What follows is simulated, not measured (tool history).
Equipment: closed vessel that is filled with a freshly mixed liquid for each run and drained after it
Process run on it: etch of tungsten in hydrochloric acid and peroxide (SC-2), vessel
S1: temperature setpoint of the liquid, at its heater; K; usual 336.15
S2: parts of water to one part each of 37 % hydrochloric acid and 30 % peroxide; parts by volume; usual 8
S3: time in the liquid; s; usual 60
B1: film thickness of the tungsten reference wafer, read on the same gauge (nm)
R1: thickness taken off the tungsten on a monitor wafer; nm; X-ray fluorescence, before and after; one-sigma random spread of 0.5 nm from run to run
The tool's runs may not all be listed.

Run 1, hour 0: usual settings; B1 110. Result: R1 51.33 nm.
Run 2, hour 16.4: usual settings; B1 110. Result: R1 53.04 nm.
Run 3, hour 35.7: usual settings; B1 109.98. Result: R1 52.01 nm.
Run 4, hour 53.6: usual settings; B1 110.04. Result: R1 52.5 nm.
Run 5, hour 88.1: usual settings; B1 109.97. Result: R1 51.6 nm.
Run 6, hour 104.6: usual settings; B1 110.01. Result: R1 52.59 nm.
Run 7, hour 117.5: usual settings but S2 6.5 parts by volume; B1 110.02. Result: R1 61.25 nm.
Run 8, hour 134.8: usual settings but S2 6.5 parts by volume; B1 109.97. Result: R1 61.2 nm.
Run 9, hour 162.5: usual settings but S3 40 s; B1 109.97. Result: R1 34.7 nm.
Run 10, hour 190.6: usual settings; B1 110.01. Result: R1 52.18 nm.
At hour 217: new drum of peroxide connected.
Run 11, hour 221.9: usual settings; B1 109.99. Result: R1 51.12 nm.
Run 12, hour 254.3: usual settings; B1 110.03. Result: R1 50.83 nm.
At hour 268: chemicals flow meter replaced.
Run 13, hour 290.1: usual settings but S1 342.65 K, S2 9.5 parts by volume; B1 109.96. Result: R1 67.06 nm.
Run 14, hour 323.9: usual settings but S3 35 s; B1 109.99. Result: R1 30.29 nm.
Run 15, hour 337.7: usual settings but S1 327.15 K, S2 4.5 parts by volume; B1 109.96. Result: R1 44.3 nm.
Run 16, hour 361.6: usual settings but S1 332.15 K, S3 70 s; B1 110. Result: R1 47.37 nm.
At hour 370.6: gauge calibrated.
Run 17, hour 391.7: usual settings but S2 6 parts by volume, S3 35 s; B1 110. Result: R1 38.21 nm.
Run 18, hour 448.3: usual settings but S2 6.5 parts by volume; B1 110.01. Result: R1 61.46 nm.
Run 19, hour 470.3: usual settings; B1 110.03. Result: R1 52.57 nm.
Run 20, hour 498.2: usual settings but S1 344.65 K; B1 110.03. Result: R1 86.18 nm.
At hour 501.3: thermometer replaced.
Run 21, hour 526: usual settings; B1 109.99. Result: R1 50.83 nm.
Run 22, hour 550.3: usual settings but S2 11 parts by volume, S3 45 s; B1 109.99. Result: R1 30.1 nm.
Run 23, hour 579.8: usual settings; B1 110.02. Result: R1 51.51 nm.
Run 24, hour 596: usual settings; B1 110. Result: R1 51.6 nm.
Run 25, hour 616.2: usual settings but S1 329.65 K, S2 10 parts by volume; B1 109.99. Result: R1 28.51 nm.
Run 26, hour 645.3: usual settings but S1 344.15 K; B1 109.97. Result: R1 84.32 nm.

What was the tool's hidden state at every run in the log?
liquid hotter than its thermometer reads (K): 0 across all the runs
chemicals flow above the setpoint (%): 0 across all the runs
peroxide weaker than its label (%): 0 across all the runs
gauge reads high (%): 0 across all the runs
